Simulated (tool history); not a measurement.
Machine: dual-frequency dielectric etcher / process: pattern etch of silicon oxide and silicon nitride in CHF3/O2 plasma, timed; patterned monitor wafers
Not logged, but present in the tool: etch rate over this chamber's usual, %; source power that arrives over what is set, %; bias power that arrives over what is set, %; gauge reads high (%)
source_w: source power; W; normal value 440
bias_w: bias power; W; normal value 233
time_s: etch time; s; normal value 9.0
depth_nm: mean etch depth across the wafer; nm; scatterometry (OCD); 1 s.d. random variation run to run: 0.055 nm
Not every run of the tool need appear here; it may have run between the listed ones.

| run | hour | source_w | bias_w | time_s | wafers since the last listed run | hours since the last wet clean | hours since the last source power generator calibration | hours since the last bias power generator calibration | hours since the last upper electrode change | hours since the gauge calibration | read-back reference wafer on the same gauge, depth_nm | depth_nm |
|---|---|---|---|---|---|---|---|---|---|---|---|---|
| 1 | 0.0 | 440 | 233 | 9.0 | 0 | 392.6 | 2631.2 | 4013.7 | 3389.4 | 65.3 | 15.00 | 13.68 |
| 2 | 17.1 | 440 | 233 | 9.0 | 217 | 409.7 | 2648.3 | 4030.8 | 3406.5 | 82.4 | 15.00 | 13.78 |
| 3 | 27.4 | 440 | 233 | 9.0 | 131 | 420.0 | 2658.6 | 4041.1 | 3416.8 | 92.7 | 14.98 | 13.89 |
| 4 | 51.4 | 440 | 233 | 9.0 | 305 | 444.0 | 2682.6 | 4065.1 | 3440.8 | 116.7 | 14.99 | 13.85 |
| 5 | 62.2 | 440 | 233 | 9.0 | 137 | 454.8 | 2693.4 | 4075.9 | 3451.6 | 127.5 | 15.00 | 13.74 |
| 6 | 70.7 | 440 | 233 | 9.0 | 108 | 463.3 | 2701.9 | 4084.4 | 3460.1 | 136.0 | 14.99 | 13.69 |
| 7 | 78.4 | 440 | 233 | 9.0 | 98 | 471.0 | 2709.6 | 4092.1 | 3467.8 | 143.7 | 14.99 | 13.88 |
|  | 106.1 | upper electrode replaced |
|  | 117.9 | wet clean of the chamber |
| 8 | 118.4 | 440 | 233 | 9.0 | 53 | 0.5 | 2749.6 | 4132.1 | 12.3 | 183.7 | 15.01 | 14.24 |
| 9 | 118.8 | 440 | 233 | 9.0 | 5 | 0.9 | 2750.0 | 4132.5 | 12.7 | 184.1 | 15.00 | 14.12 |
| 10 | 119.1 | 440 | 233 | 9.0 | 3 | 1.2 | 2750.3 | 4132.8 | 13.0 | 184.4 | 15.01 | 14.22 |
| 11 | 119.4 | 440 | 233 | 9.0 | 3 | 1.5 | 2750.6 | 4133.1 | 13.3 | 184.7 | 15.01 | 14.17 |
|  | 127.8 | bias power generator calibrated |
| 12 | 131.6 | 380 | 268 | 6.5 | 104 | 13.7 | 2762.8 | 3.8 | 25.5 | 196.9 | 15.01 | 10.32 |
| 13 | 144.1 | 440 | 233 | 9.0 | 159 | 26.2 | 2775.3 | 16.3 | 38.0 | 209.4 | 14.98 | 14.28 |
| 14 | 153.2 | 510 | 198 | 8.0 | 115 | 35.3 | 2784.4 | 25.4 | 47.1 | 218.5 | 15.02 | 12.51 |
|  | 184.3 | wet clean of the chamber, repeated, since the last time left the tool worse |
| 15 | 184.8 | 350 | 233 | 8.0 | 96 | 0.5 | 2816.0 | 57.0 | 78.7 | 250.1 | 15.03 | 10.65 |
| 16 | 185.1 | 440 | 233 | 9.0 | 3 | 0.8 | 2816.3 | 57.3 | 79.0 | 250.4 | 14.99 | 13.35 |
| 17 | 186.2 | 440 | 274 | 9.0 | 14 | 1.9 | 2817.4 | 58.4 | 80.1 | 251.5 | 14.99 | 14.75 |
|  | 197.5 | source power generator calibrated |
| 18 | 198.0 | 340 | 217 | 7.5 | 99 | 13.7 | 0.5 | 70.2 | 91.9 | 263.3 | 15.01 | 9.41 |
|  | 211.5 | gauge calibrated |
| 19 | 225.4 | 380 | 179 | 6.5 | 349 | 41.1 | 27.9 | 97.6 | 119.3 | 13.9 | 15.00 | 7.70 |
| 20 | 237.8 | 440 | 233 | 9.0 | 158 | 53.5 | 40.3 | 110.0 | 131.7 | 26.3 | 14.97 | 13.48 |
| 21 | 250.0 | 440 | 233 | 9.0 | 155 | 65.7 | 52.5 | 122.2 | 143.9 | 38.5 | 14.99 | 13.53 |
| 22 | 256.9 | 440 | 265 | 9.0 | 87 | 72.6 | 59.4 | 129.1 | 150.8 | 45.4 | 15.01 | 14.35 |
| 23 | 269.6 | 440 | 233 | 9.0 | 161 | 85.3 | 72.1 | 141.8 | 163.5 | 58.1 | 14.98 | 13.44 |

Here are 5 independent what-if runs from the current tool condition. What would each one return?
| A | 270.0 | 440 | 233 | 9.0 | 5 | 85.7 | 72.5 | 142.2 | 163.9 | 58.5 | ? | ? |
| B | 270.0 | 500 | 233 | 7.0 | 5 | 85.7 | 72.5 | 142.2 | 163.9 | 58.5 | ? | ? |
| C | 270.0 | 440 | 233 | 10.0 | 5 | 85.7 | 72.5 | 142.2 | 163.9 | 58.5 | ? | ? |
| D | 270.0 | 440 | 233 | 7.0 | 5 | 85.7 | 72.5 | 142.2 | 163.9 | 58.5 | ? | ? |
| E | 270.0 | 490 | 213 | 8.0 | 5 | 85.7 | 72.5 | 142.2 | 163.9 | 58.5 | ? | ? |

| run | read-back reference wafer on the same gauge, depth_nm | depth_nm |
|---|---|---|
| A | 15.03 | 13.49 |
| B | 15.03 | 11.16 |
| C | 15.03 | 14.99 |
| D | 15.03 | 10.49 |
| E | 15.03 | 12.00 |
Had the tool no hidden state, the same runs would have come out as:
| run | depth_nm |
|---|---|
| A | 13.35 |
| B | 11.04 |
| C | 14.83 |
| D | 10.38 |
| E | 11.88 |

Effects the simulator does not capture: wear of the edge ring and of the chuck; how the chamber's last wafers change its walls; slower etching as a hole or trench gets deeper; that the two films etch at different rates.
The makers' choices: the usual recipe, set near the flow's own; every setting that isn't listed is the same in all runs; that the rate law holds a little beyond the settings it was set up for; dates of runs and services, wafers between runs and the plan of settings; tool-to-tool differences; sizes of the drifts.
